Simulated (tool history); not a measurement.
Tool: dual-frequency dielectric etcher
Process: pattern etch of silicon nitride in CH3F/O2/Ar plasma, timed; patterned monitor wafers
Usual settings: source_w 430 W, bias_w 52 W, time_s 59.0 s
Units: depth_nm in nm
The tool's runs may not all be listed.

run   hour  source_w  bias_w  time_s  wafers since the last listed run  hours since the last wet clean  hours since the last source power generator calibration  hours since the last bias power generator calibration  hours since the last upper electrode change  hours since the gauge calibration  read-back reference wafer on the same gauge, depth_nm  depth_nm
  1    0.0       430      52    64.0                                 0                             0.5                                                   1324.9                                                 3355.2                                       3512.9                             1117.5                                                  39.64     37.49
  2   16.5       430      52    64.0                               193                            17.0                                                   1341.4                                                 3371.7                                       3529.4                             1134.0                                                  39.72     38.04
  3   49.9       430      52    64.0                               390                            50.4                                                   1374.8                                                 3405.1                                       3562.8                             1167.4                                                  39.72     37.83
  4   81.5       430      52    59.0                               369                            82.0                                                   1406.4                                                 3436.7                                       3594.4                             1199.0                                                  39.79     34.73
  5   95.8       430      52    47.5                               167                            96.3                                                   1420.7                                                 3451.0                                       3608.7                             1213.3                                                  39.71     27.94
  6  112.3       430      52    59.0                               193                           112.8                                                   1437.2                                                 3467.5                                       3625.2                             1229.8                                                  39.61     34.63
  7  140.4       540      52    69.0                               328                           140.9                                                   1465.3                                                 3495.6                                       3653.3                             1257.9                                                  39.66     44.39
     145.0  -- gauge calibrated
     178.5  -- upper electrode replaced
  8  179.0       430      60    47.0                               170                           179.5                                                   1503.9                                                 3534.2                                          0.5                               34.0                                                  39.65     28.55
  9  179.4       520      43    45.5                                 4                           179.9                                                   1504.3                                                 3534.6                                          0.9                               34.4                                                  39.68     27.42
     221.6  -- source power generator calibrated
     276.4  -- wet clean of the chamber, repeated, since the last time left the tool worse
 10  280.2       430      52    59.0                               851                             3.8                                                     58.6                                                 3635.4                                        101.7                              135.2                                                  39.76     37.00
 11  297.9       430      43    59.0                               207                            21.5                                                     76.3                                                 3653.1                                        119.4                              152.9                                                  39.69     34.67
     378.8  -- bias power generator calibrated
 12  382.2       430      52    59.0                               939                           105.8                                                    160.6                                                    3.4                                        203.7                              237.2                                                  39.76     36.72
 13  398.9       520      52    59.0                               195                           122.5                                                    177.3                                                   20.1                                        220.4                              253.9                                                  39.71     39.46
 14  427.4       500      46    45.0                               333                           151.0                                                    205.8                                                   48.6                                        248.9                              282.4                                                  39.63     28.74
 15  459.5       430      52    59.0                               375                           183.1                                                    237.9                                                   80.7                                        281.0                              314.5                                                  39.77     36.62
 16  491.1       430      64    52.0                               369                           214.7                                                    269.5                                                  112.3                                        312.6                              346.1                                                  39.64     33.72
 17  509.6       430      56    46.0                               216                           233.2                                                    288.0                                                  130.8                                        331.1                              364.6                                                  39.68     29.28
 18  531.3       540      52    73.5                               253                           254.9                                                    309.7                                                  152.5                                        352.8                              386.3                                                  39.66     49.91
 19  548.4       430      52    59.0                               200                           272.0                                                    326.8                                                  169.6                                        369.9                              403.4                                                  39.68     36.01
 20  568.0       370      47    44.0                               229                           291.6                                                    346.4                                                  189.2                                        389.5                              423.0                                                  39.73     24.66
 21  587.2       380      52    59.0                               224                           310.8                                                    365.6                                                  208.4                                        408.7                              442.2                                                  39.70     34.70
 22  608.8       510      63    54.0                               252                           332.4                                                    387.2                                                  230.0                                        430.3                              463.8                                                  39.66     37.67
 23  642.6       470      64    50.0                               395                           366.2                                                    421.0                                                  263.8                                        464.1                              497.6                                                  39.70     33.79
 24  676.7       430      52    59.0                               399                           400.3                                                    455.1                                                  297.9                                        498.2                              531.7                                                  39.72     36.13
 25  711.6       360      41    69.0                               408                           435.2                                                    490.0                                                  332.8                                        533.1                              566.6                                                  39.68     36.76
 26  730.6       430      52    59.0                               222                           454.2                                                    509.0                                                  351.8                                        552.1                              585.6                                                  39.66     36.17
 27  764.6       530      52    59.0                               397                           488.2                                                    543.0                                                  385.8                                        586.1                              619.6                                                  39.70     38.75
 28  788.1       320      41    52.0                               274                           511.7                                                    566.5                                                  409.3                                        609.6                              643.1                                                  39.66     26.18
     823.7  -- wet clean of the chamber
 29  824.2       330      52    69.5                               141                             0.5                                                    602.6                                                  445.4                                        645.7                              679.2                                                  39.76     39.14
 30  891.4       500      47    48.5                               786                            67.7                                                    669.8                                                  512.6                                        712.9                              746.4                                                  39.67     31.44

Forecast each of these 4 alternatives for the next run:
  A  891.8       430      52    59.0                                 4                            68.1                                                    670.2                                                  513.0                                        713.3                              746.8                                                      ?         ?
  B  891.8       470      40    48.0                                 4                            68.1                                                    670.2                                                  513.0                                        713.3                              746.8                                                      ?         ?
  C  891.8       520      43    53.0                                 4                            68.1                                                    670.2                                                  513.0                                        713.3                              746.8                                                      ?         ?
  D  891.8       390      52    59.0                                 4                            68.1                                                    670.2                                                  513.0                                        713.3                              746.8                                                      ?         ?

run  read-back reference wafer on the same gauge, depth_nm  depth_nm
  A                                                  39.70     37.01
  B                                                  39.70     29.14
  C                                                  39.70     34.10
  D                                                  39.70     35.62
Without the tool's hidden state the same runs would have given:
run  depth_nm
  A     37.03
  B     29.15
  C     34.12
  D     35.64
